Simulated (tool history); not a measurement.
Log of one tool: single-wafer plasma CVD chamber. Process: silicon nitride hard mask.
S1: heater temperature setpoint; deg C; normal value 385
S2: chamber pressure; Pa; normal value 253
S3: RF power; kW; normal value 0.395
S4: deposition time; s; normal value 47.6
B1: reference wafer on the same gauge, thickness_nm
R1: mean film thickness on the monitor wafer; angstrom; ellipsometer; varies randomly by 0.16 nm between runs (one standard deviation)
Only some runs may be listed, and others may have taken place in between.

| run | hour | S1 | S2 | S3 | S4 | B1 | R1 |
|---|---|---|---|---|---|---|---|
| 1 | 0.0 | 385 | 303 | 0.395 | 50.1 | 64.580 | 756.78 |
|  | 35.4 | gauge calibrated |
| 2 | 103.2 | 385 | 253 | 0.395 | 47.6 | 64.453 | 682.54 |
| 3 | 172.2 | 385 | 253 | 0.395 | 47.6 | 64.456 | 682.87 |
| 4 | 232.8 | 385 | 253 | 0.395 | 47.6 | 64.603 | 686.03 |
|  | 251.7 | RF generator calibrated |
| 5 | 295.5 | 385 | 253 | 0.395 | 47.6 | 64.437 | 683.65 |
| 6 | 366.2 | 385 | 253 | 0.395 | 47.6 | 64.496 | 682.86 |
| 7 | 405.4 | 385 | 253 | 0.395 | 47.6 | 64.538 | 684.35 |
|  | 414.6 | showerhead replaced, of another model than before |
|  | 416.7 | thermocouple changed; heater temperature recalibrated |
| 8 | 468.1 | 385 | 253 | 0.395 | 47.6 | 64.499 | 689.79 |
| 9 | 570.2 | 385 | 253 | 0.395 | 47.6 | 64.475 | 691.03 |
| 10 | 784.9 | 385 | 284 | 0.360 | 44.9 | 64.471 | 638.42 |
|  | 839.0 | capacitance manometer re-zeroed and calibrated |
| 11 | 840.0 | 396 | 273 | 0.395 | 44.1 | 64.480 | 639.43 |
| 12 | 881.9 | 385 | 253 | 0.440 | 47.6 | 64.500 | 724.43 |
| 13 | 941.2 | 385 | 253 | 0.330 | 47.6 | 64.503 | 591.29 |
| 14 | 1014.2 | 385 | 253 | 0.335 | 43.5 | 64.460 | 547.79 |
|  | 1022.3 | RF generator calibrated |
| 15 | 1065.8 | 385 | 253 | 0.395 | 47.6 | 64.529 | 673.09 |
| 16 | 1109.2 | 385 | 253 | 0.395 | 47.6 | 64.462 | 672.60 |
| 17 | 1167.2 | 385 | 253 | 0.395 | 47.6 | 64.498 | 674.26 |
| 18 | 1218.8 | 385 | 284 | 0.360 | 44.9 | 64.470 | 622.35 |
| 19 | 1317.7 | 385 | 235 | 0.470 | 47.6 | 64.525 | 728.84 |
| 20 | 1383.0 | 385 | 253 | 0.395 | 47.6 | 64.548 | 674.49 |
|  | 1405.9 | thermocouple changed; heater temperature recalibrated |
| 21 | 1423.9 | 385 | 253 | 0.395 | 47.6 | 64.434 | 675.30 |
| 22 | 1464.8 | 385 | 196 | 0.420 | 54.4 | 64.468 | 710.84 |
| 23 | 1512.2 | 385 | 191 | 0.395 | 47.6 | 64.496 | 587.36 |
| 24 | 1581.2 | 385 | 215 | 0.395 | 47.6 | 64.494 | 626.31 |
| 25 | 1688.1 | 385 | 305 | 0.465 | 38.8 | 64.519 | 653.52 |
| 26 | 1764.5 | 385 | 253 | 0.395 | 47.6 | 64.520 | 675.78 |
| 27 | 1860.7 | 372 | 253 | 0.425 | 52.5 | 64.465 | 788.00 |
|  | 1905.4 | RF generator calibrated |
| 28 | 1967.3 | 385 | 224 | 0.395 | 47.6 | 64.471 | 644.59 |
| 29 | 2066.5 | 378 | 309 | 0.395 | 47.6 | 64.477 | 731.31 |

State the hidden condition of the tool at each of the runs:
wafer temperature above the value expected at the setpoint (K): 0, the same for each run
delivered RF power above the setpoint (%): 0, the same for each run
gauge reads high (%): 0, the same for each run
H1: true pressure above the setpoint (%)
| run | H1 |
|---|---|
| 1 | 5.01 |
| 2 | 5.43 |
| 3 | 5.73 |
| 4 | 6 |
| 5 | 6.28 |
| 6 | 6.61 |
| 7 | 6.8 |
| 8 | 7.11 |
| 9 | 7.63 |
| 10 | 8.8 |
| 11 | 0.607 |
| 12 | 0.609 |
| 13 | 0.618 |
| 14 | 0.641 |
| 15 | 0.664 |
| 16 | 0.688 |
| 17 | 0.726 |
| 18 | 0.767 |
| 19 | 0.861 |
| 20 | 0.935 |
| 21 | 0.986 |
| 22 | 1.04 |
| 23 | 1.11 |
| 24 | 1.22 |
| 25 | 1.41 |
| 26 | 1.56 |
| 27 | 1.77 |
| 28 | 2.02 |
| 29 | 2.28 |

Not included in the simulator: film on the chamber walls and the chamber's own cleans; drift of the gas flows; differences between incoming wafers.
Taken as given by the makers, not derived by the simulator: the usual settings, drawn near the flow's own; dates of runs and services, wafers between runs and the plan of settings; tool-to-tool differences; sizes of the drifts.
